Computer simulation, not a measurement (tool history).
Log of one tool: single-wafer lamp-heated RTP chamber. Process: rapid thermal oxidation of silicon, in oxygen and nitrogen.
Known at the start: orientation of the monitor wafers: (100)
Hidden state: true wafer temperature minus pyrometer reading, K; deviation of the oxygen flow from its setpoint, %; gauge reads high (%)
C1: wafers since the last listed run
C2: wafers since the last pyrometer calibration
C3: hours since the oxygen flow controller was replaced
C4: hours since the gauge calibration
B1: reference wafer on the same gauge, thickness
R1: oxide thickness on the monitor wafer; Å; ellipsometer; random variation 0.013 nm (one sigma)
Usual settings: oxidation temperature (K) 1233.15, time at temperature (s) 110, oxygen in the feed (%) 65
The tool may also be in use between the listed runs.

run 1 day=0 | oxidation_temperature_(K)=1233.15 time_at_temperature_(s)=110 oxygen_in_the_feed_(%)=65 | C1=0 C2=2285 C3=4654.7 C4=104.4 | B1=4.9 | R1=54.17
run 2 day=1.125 | oxidation_temperature_(K)=1233.15 time_at_temperature_(s)=110 oxygen_in_the_feed_(%)=65 | C1=288 C2=2574 C3=4681.7 C4=131.4 | B1=4.898 | R1=54.57
run 3 day=1.725 | oxidation_temperature_(K)=1233.15 time_at_temperature_(s)=110 oxygen_in_the_feed_(%)=65 | C1=154 C2=2728 C3=4696.1 C4=145.8 | B1=4.901 | R1=54.55
run 4 day=2.271 | oxidation_temperature_(K)=1233.15 time_at_temperature_(s)=110 oxygen_in_the_feed_(%)=65 | C1=140 C2=2868 C3=4709.2 C4=158.9 | B1=4.9 | R1=54.48
run 5 day=2.892 | oxidation_temperature_(K)=1233.15 time_at_temperature_(s)=110 oxygen_in_the_feed_(%)=65 | C1=159 C2=3028 C3=4724.1 C4=173.8 | B1=4.902 | R1=54.55
run 6 day=3.558 | oxidation_temperature_(K)=1233.15 time_at_temperature_(s)=110 oxygen_in_the_feed_(%)=65 | C1=171 C2=3199 C3=4740.1 C4=189.8 | B1=4.9 | R1=54.76
run 7 day=3.992 | oxidation_temperature_(K)=1233.15 time_at_temperature_(s)=110 oxygen_in_the_feed_(%)=65 | C1=111 C2=3310 C3=4750.5 C4=200.2 | B1=4.9 | R1=54.8
run 8 day=4.592 | oxidation_temperature_(K)=1233.15 time_at_temperature_(s)=110 oxygen_in_the_feed_(%)=75 | C1=154 C2=3464 C3=4764.9 C4=214.6 | B1=4.901 | R1=57.59
run 9 day=4.892 | oxidation_temperature_(K)=1233.15 time_at_temperature_(s)=110 oxygen_in_the_feed_(%)=75 | C1=77 C2=3541 C3=4772.1 C4=221.8 | B1=4.899 | R1=57.65
run 10 day=5.454 | oxidation_temperature_(K)=1233.15 time_at_temperature_(s)=110 oxygen_in_the_feed_(%)=65 | C1=144 C2=3686 C3=4785.6 C4=235.3 | B1=4.9 | R1=54.56
run 11 day=5.792 | oxidation_temperature_(K)=1233.15 time_at_temperature_(s)=110 oxygen_in_the_feed_(%)=65 | C1=86 C2=3773 C3=4793.7 C4=243.4 | B1=4.899 | R1=54.95
run 12 day=6.262 | oxidation_temperature_(K)=1233.15 time_at_temperature_(s)=110 oxygen_in_the_feed_(%)=65 | C1=120 C2=3893 C3=4805 C4=254.7 | B1=4.903 | R1=54.96
run 13 day=6.579 | oxidation_temperature_(K)=1233.15 time_at_temperature_(s)=110 oxygen_in_the_feed_(%)=65 | C1=81 C2=3975 C3=4812.6 C4=262.3 | B1=4.9 | R1=54.96
run 14 day=6.838 | oxidation_temperature_(K)=1233.15 time_at_temperature_(s)=110 oxygen_in_the_feed_(%)=65 | C1=66 C2=4041 C3=4818.8 C4=268.5 | B1=4.899 | R1=55.09
-- day=7.221 gauge calibrated
run 15 day=7.404 | oxidation_temperature_(K)=1226.15 time_at_temperature_(s)=110 oxygen_in_the_feed_(%)=65 | C1=145 C2=4187 C3=4832.4 C4=4.4 | B1=4.897 | R1=52.48
run 16 day=7.921 | oxidation_temperature_(K)=1226.15 time_at_temperature_(s)=110 oxygen_in_the_feed_(%)=65 | C1=132 C2=4319 C3=4844.8 C4=16.8 | B1=4.898 | R1=52.57
run 17 day=8.438 | oxidation_temperature_(K)=1233.15 time_at_temperature_(s)=110 oxygen_in_the_feed_(%)=65 | C1=132 C2=4452 C3=4857.2 C4=29.2 | B1=4.902 | R1=55.43
run 18 day=9.038 | oxidation_temperature_(K)=1233.15 time_at_temperature_(s)=110 oxygen_in_the_feed_(%)=65 | C1=154 C2=4606 C3=4871.6 C4=43.6 | B1=4.9 | R1=55.66
run 19 day=9.679 | oxidation_temperature_(K)=1242.15 time_at_temperature_(s)=132 oxygen_in_the_feed_(%)=65 | C1=164 C2=4771 C3=4887 C4=59 | B1=4.901 | R1=64.36
run 20 day=10.088 | oxidation_temperature_(K)=1233.15 time_at_temperature_(s)=162 oxygen_in_the_feed_(%)=65 | C1=104 C2=4876 C3=4896.8 C4=68.8 | B1=4.9 | R1=65.98
run 21 day=10.575 | oxidation_temperature_(K)=1242.15 time_at_temperature_(s)=132 oxygen_in_the_feed_(%)=65 | C1=125 C2=5001 C3=4908.5 C4=80.5 | B1=4.899 | R1=64.68
-- day=11.021 oxygen flow controller replaced
run 22 day=11.042 | oxidation_temperature_(K)=1210.15 time_at_temperature_(s)=59 oxygen_in_the_feed_(%)=56 | C1=34 C2=5035 C3=0.5 C4=91.7 | B1=4.899 | R1=35.77
run 23 day=11.229 | oxidation_temperature_(K)=1233.15 time_at_temperature_(s)=110 oxygen_in_the_feed_(%)=84 | C1=48 C2=5083 C3=5 C4=96.2 | B1=4.9 | R1=60.76
-- day=12.025 pyrometer window cleaned and pyrometer calibrated
run 24 day=12.046 | oxidation_temperature_(K)=1233.15 time_at_temperature_(s)=110 oxygen_in_the_feed_(%)=65 | C1=124 C2=5 C3=24.6 C4=115.8 | B1=4.9 | R1=57.87
run 25 day=12.058 | oxidation_temperature_(K)=1257.15 time_at_temperature_(s)=155 oxygen_in_the_feed_(%)=95 | C1=3 C2=8 C3=24.9 C4=116.1 | B1=4.899 | R1=92.32
run 26 day=12.458 | oxidation_temperature_(K)=1209.15 time_at_temperature_(s)=75 oxygen_in_the_feed_(%)=65 | C1=102 C2=111 C3=34.5 C4=125.7 | B1=4.902 | R1=41.48
run 27 day=13.008 | oxidation_temperature_(K)=1233.15 time_at_temperature_(s)=110 oxygen_in_the_feed_(%)=87 | C1=141 C2=252 C3=47.7 C4=138.9 | B1=4.899 | R1=63.91
run 28 day=13.575 | oxidation_temperature_(K)=1233.15 time_at_temperature_(s)=58 oxygen_in_the_feed_(%)=56 | C1=145 C2=398 C3=61.3 C4=152.5 | B1=4.901 | R1=42.31
run 29 day=14.225 | oxidation_temperature_(K)=1233.15 time_at_temperature_(s)=110 oxygen_in_the_feed_(%)=65 | C1=166 C2=565 C3=76.9 C4=168.1 | B1=4.897 | R1=57.71
run 30 day=14.658 | oxidation_temperature_(K)=1217.15 time_at_temperature_(s)=125 oxygen_in_the_feed_(%)=46 | C1=111 C2=676 C3=87.3 C4=178.5 | B1=4.902 | R1=48.52

Run 31 comes next. What will it give?
run 31 day=15.383 | oxidation_temperature_(K)=1210.15 time_at_temperature_(s)=59 oxygen_in_the_feed_(%)=56 | C1=186 C2=862 C3=104.7 C4=195.9 | B1=? | R1=?

B1: 4.899
R1: 36.72 Å
Without the tool's hidden state the same run would have given R1 34.58 Å.

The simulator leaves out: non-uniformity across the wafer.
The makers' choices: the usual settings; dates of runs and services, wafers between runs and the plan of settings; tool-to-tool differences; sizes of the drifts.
